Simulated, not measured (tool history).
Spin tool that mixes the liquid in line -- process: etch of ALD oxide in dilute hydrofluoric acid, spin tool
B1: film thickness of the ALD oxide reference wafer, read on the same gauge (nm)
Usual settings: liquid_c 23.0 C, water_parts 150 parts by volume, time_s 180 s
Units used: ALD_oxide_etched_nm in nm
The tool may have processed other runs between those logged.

Run 1, hour 0.0: usual settings; B1 40.01. Result: ALD_oxide_etched_nm 26.61 nm.
Run 2, hour 64.5: usual settings; B1 39.96. Result: ALD_oxide_etched_nm 26.33 nm.
Run 3, hour 135.0: usual settings; B1 40.05. Result: ALD_oxide_etched_nm 26.38 nm.
Run 4, hour 186.9: usual settings but liquid_c 21.0 C, time_s 100 s; B1 40.01. Result: ALD_oxide_etched_nm 13.69 nm.
Run 5, hour 272.0: usual settings; B1 40.02. Result: ALD_oxide_etched_nm 26.54 nm.
Run 6, hour 319.8: usual settings but liquid_c 20.0 C, water_parts 195 parts by volume; B1 40.02. Result: ALD_oxide_etched_nm 17.38 nm.
At hour 366.1: hydrofluoric acid flow meter replaced.
At hour 416.8: thermometer replaced.
Run 7, hour 423.7: usual settings but liquid_c 20.0 C, water_parts 195 parts by volume; B1 40.01. Result: ALD_oxide_etched_nm 16.40 nm.
At hour 431.1: gauge calibrated.
Run 8, hour 486.9: usual settings but water_parts 170 parts by volume, time_s 250 s; B1 39.98. Result: ALD_oxide_etched_nm 30.03 nm.
Run 9, hour 578.2: usual settings but liquid_c 19.5 C, water_parts 130 parts by volume; B1 40.01. Result: ALD_oxide_etched_nm 26.04 nm.
Run 10, hour 617.2: usual settings but liquid_c 20.5 C, water_parts 220 parts by volume, time_s 210 s; B1 40.02. Result: ALD_oxide_etched_nm 17.04 nm.
Run 11, hour 663.3: usual settings but liquid_c 26.5 C, water_parts 90 parts by volume; B1 40.02. Result: ALD_oxide_etched_nm 51.32 nm.
Run 12, hour 736.0: usual settings but water_parts 105 parts by volume; B1 39.97. Result: ALD_oxide_etched_nm 38.56 nm.
Run 13, hour 838.1: usual settings but liquid_c 26.5 C; B1 39.98. Result: ALD_oxide_etched_nm 29.33 nm.
Run 14, hour 938.2: usual settings but liquid_c 27.5 C, water_parts 205 parts by volume; B1 40.00. Result: ALD_oxide_etched_nm 20.70 nm.
Run 15, hour 1021.2: usual settings; B1 40.03. Result: ALD_oxide_etched_nm 25.36 nm.

Each row is a separate what-if for the run after 15, all from the same tool condition, not one after another. Results?
Run A, hour 1021.7: usual settings; B1 ?. Result: ALD_oxide_etched_nm ?.
Run B, hour 1021.7: usual settings but water_parts 130 parts by volume; B1 ?. Result: ALD_oxide_etched_nm ?.
Run C, hour 1021.7: usual settings but water_parts 115 parts by volume, time_s 230 s; B1 ?. Result: ALD_oxide_etched_nm ?.

run     B1  ALD_oxide_etched_nm
  A  40.00                25.44
  B  40.00                29.97
  C  40.00                43.99
Without the tool's hidden state the same runs would have given:
run  ALD_oxide_etched_nm
  A                25.06
  B                29.58
  C                43.47

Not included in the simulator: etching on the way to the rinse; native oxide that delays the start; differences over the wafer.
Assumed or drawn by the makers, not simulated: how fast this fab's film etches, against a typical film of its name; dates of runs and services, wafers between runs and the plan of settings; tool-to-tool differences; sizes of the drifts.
